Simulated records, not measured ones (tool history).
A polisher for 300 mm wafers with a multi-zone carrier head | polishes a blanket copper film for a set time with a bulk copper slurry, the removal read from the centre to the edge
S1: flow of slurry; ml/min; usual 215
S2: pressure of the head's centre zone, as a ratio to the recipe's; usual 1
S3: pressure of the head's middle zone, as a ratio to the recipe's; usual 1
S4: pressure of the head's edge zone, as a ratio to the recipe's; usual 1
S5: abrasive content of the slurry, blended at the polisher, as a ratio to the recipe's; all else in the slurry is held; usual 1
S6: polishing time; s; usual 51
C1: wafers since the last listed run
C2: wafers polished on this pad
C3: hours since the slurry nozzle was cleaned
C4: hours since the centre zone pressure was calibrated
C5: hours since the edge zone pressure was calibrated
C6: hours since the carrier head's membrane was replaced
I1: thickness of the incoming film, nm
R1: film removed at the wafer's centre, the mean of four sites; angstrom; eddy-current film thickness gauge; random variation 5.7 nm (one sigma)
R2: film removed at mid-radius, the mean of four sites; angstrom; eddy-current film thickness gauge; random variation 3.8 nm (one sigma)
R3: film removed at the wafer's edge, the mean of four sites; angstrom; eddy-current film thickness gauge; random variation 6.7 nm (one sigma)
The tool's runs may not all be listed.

run 1 hour=0 | S1=215 S2=0.88 S3=1.12 S4=1 S5=0.8 S6=51 | C1=0 C2=5110 C3=261.6 C4=128 C5=808.7 C6=1326 | I1=2509.4 | R1=3957 R2=4913 R3=4618
-- hour=10 worn pad replaced by a new one
run 2 hour=42.7 | S1=215 S2=1 S3=1 S4=0.91 S5=1 S6=51 | C1=341 C2=288 C3=304.3 C4=170.7 C5=851.4 C6=1368.7 | I1=2515.1 | R1=5072 R2=5173 R3=5114
run 3 hour=92.1 | S1=265 S2=0.92 S3=1.08 S4=1 S5=1.15 S6=51 | C1=435 C2=724 C3=353.7 C4=220.1 C5=900.8 C6=1418.1 | I1=2563.4 | R1=4983 R2=5727 R3=5452
run 4 hour=162.7 | S1=270 S2=1.11 S3=1 S4=1.11 S5=1 S6=46 | C1=622 C2=1347 C3=424.3 C4=290.7 C5=971.4 C6=1488.7 | I1=2527 | R1=5161 R2=4678 R3=5063
run 5 hour=186.9 | S1=215 S2=1 S3=1 S4=1 S5=1 S6=51 | C1=213 C2=1560 C3=448.5 C4=314.9 C5=995.6 C6=1512.9 | I1=2546 | R1=4905 R2=4924 R3=5044
-- hour=203.5 edge zone pressure recalibrated
-- hour=277 slurry nozzle cleaned
-- hour=282.7 carrier head's membrane replaced by a new one
run 6 hour=386.1 | S1=215 S2=1.11 S3=1 S4=0.89 S5=1 S6=66 | C1=1686 C2=3247 C3=109.1 C4=514.1 C5=182.6 C6=103.4 | I1=2516.6 | R1=7087 R2=6574 R3=6387
run 7 hour=533.9 | S1=215 S2=1 S3=1 S4=1 S5=1 S6=51 | C1=1303 C2=4551 C3=256.9 C4=661.9 C5=330.4 C6=251.2 | I1=2522.9 | R1=4726 R2=4843 R3=4993
run 8 hour=584.9 | S1=160 S2=1 S3=1 S4=1 S5=1.1 S6=51 | C1=449 C2=5001 C3=307.9 C4=712.9 C5=381.4 C6=302.2 | I1=2555.2 | R1=4396 R2=4569 R3=4704
-- hour=644.5 worn pad replaced by a new one
run 9 hour=662.1 | S1=215 S2=1 S3=1 S4=1 S5=1 S6=51 | C1=645 C2=155 C3=385.1 C4=790.1 C5=458.6 C6=379.4 | I1=2532.8 | R1=4882 R2=4969 R3=5153
run 10 hour=706.5 | S1=155 S2=1 S3=0.88 S4=0.91 S5=1.2 S6=51 | C1=391 C2=546 C3=429.5 C4=834.5 C5=503 C6=423.8 | I1=2550.8 | R1=4609 R2=4291 R3=4783
run 11 hour=737.7 | S1=215 S2=1.08 S3=1 S4=1 S5=1 S6=51 | C1=275 C2=822 C3=460.7 C4=865.7 C5=534.2 C6=455 | I1=2554.8 | R1=5060 R2=4869 R3=5227
-- hour=767 centre zone pressure recalibrated
run 12 hour=792 | S1=215 S2=0.89 S3=1.07 S4=1 S5=0.8 S6=34 | C1=461 C2=1283 C3=515 C4=25 C5=588.5 C6=509.3 | I1=2544.2 | R1=2633 R2=3204 R3=3205
run 13 hour=832.9 | S1=195 S2=1 S3=1 S4=1 S5=1 S6=42 | C1=360 C2=1644 C3=555.9 C4=65.9 C5=629.4 C6=550.2 | I1=2518.4 | R1=3719 R2=3860 R3=4002
run 14 hour=866.8 | S1=215 S2=1 S3=1 S4=1 S5=1 S6=51 | C1=299 C2=1943 C3=589.8 C4=99.8 C5=663.3 C6=584.1 | I1=2547.3 | R1=4555 R2=4688 R3=4961
run 15 hour=926.2 | S1=215 S2=1 S3=1 S4=1 S5=1 S6=51 | C1=524 C2=2467 C3=649.2 C4=159.2 C5=722.7 C6=643.5 | I1=2492.1 | R1=4472 R2=4539 R3=4860
-- hour=927.3 slurry nozzle cleaned
run 16 hour=985.6 | S1=215 S2=1 S3=1.05 S4=1 S5=0.85 S6=36 | C1=515 C2=2982 C3=58.3 C4=218.6 C5=782.1 C6=702.9 | I1=2542 | R1=3412 R2=3598 R3=3501
run 17 hour=1051 | S1=215 S2=1.08 S3=1 S4=1 S5=1 S6=38 | C1=576 C2=3559 C3=123.7 C4=284 C5=847.5 C6=768.3 | I1=2547.1 | R1=3882 R2=3763 R3=3825
run 18 hour=1100.9 | S1=215 S2=0.94 S3=1.05 S4=1 S5=0.9 S6=51 | C1=440 C2=3999 C3=173.6 C4=333.9 C5=897.4 C6=818.2 | I1=2537.4 | R1=4455 R2=4982 R3=4928
-- hour=1149.7 worn pad replaced by a new one
run 19 hour=1169.8 | S1=165 S2=1.11 S3=1.09 S4=1.04 S5=1 S6=51 | C1=572 C2=177 C3=242.5 C4=402.8 C5=966.3 C6=887.1 | I1=2515.4 | R1=5224 R2=5127 R3=5132
-- hour=1226.6 edge zone pressure recalibrated
run 20 hour=1229 | S1=270 S2=1 S3=1.08 S4=1 S5=1 S6=51 | C1=504 C2=681 C3=301.7 C4=462 C5=2.4 C6=946.3 | I1=2485.8 | R1=5215 R2=5584 R3=5523

5 ways to go on from here, each from the tool as it stands after run 20. What would each give?
run A hour=1229.4 | S1=165 S2=1 S3=1 S4=1 S5=1 S6=51 | C1=3 C2=685 C3=302.1 C4=462.4 C5=2.8 C6=946.7 | I1=2534 | R1=? R2=? R3=?
run B hour=1229.4 | S1=215 S2=1 S3=0.91 S4=1 S5=0.7 S6=51 | C1=3 C2=685 C3=302.1 C4=462.4 C5=2.8 C6=946.7 | I1=2534 | R1=? R2=? R3=?
run C hour=1229.4 | S1=215 S2=1 S3=1 S4=1.04 S5=1 S6=51 | C1=3 C2=685 C3=302.1 C4=462.4 C5=2.8 C6=946.7 | I1=2534 | R1=? R2=? R3=?
run D hour=1229.4 | S1=215 S2=1 S3=1 S4=1 S5=0.75 S6=51 | C1=3 C2=685 C3=302.1 C4=462.4 C5=2.8 C6=946.7 | I1=2534 | R1=? R2=? R3=?
run E hour=1229.4 | S1=150 S2=1 S3=1 S4=1 S5=1 S6=51 | C1=3 C2=685 C3=302.1 C4=462.4 C5=2.8 C6=946.7 | I1=2534 | R1=? R2=? R3=?

run=A R1=4653 R2=4812 R3=5007
run=B R1=4601 R2=4430 R3=4833
run=C R1=4982 R2=5112 R3=5328
run=D R1=4673 R2=4795 R3=4903
run=E R1=4512 R2=4684 R3=4915
Without the tool's hidden state the same runs would have given:
run=A R1=4996 R2=5127 R3=5244
run=B R1=4856 R2=4652 R3=5015
run=C R1=5259 R2=5368 R3=5528
run=D R1=4933 R2=5035 R3=5087
run=E R1=4882 R2=5023 R3=5167
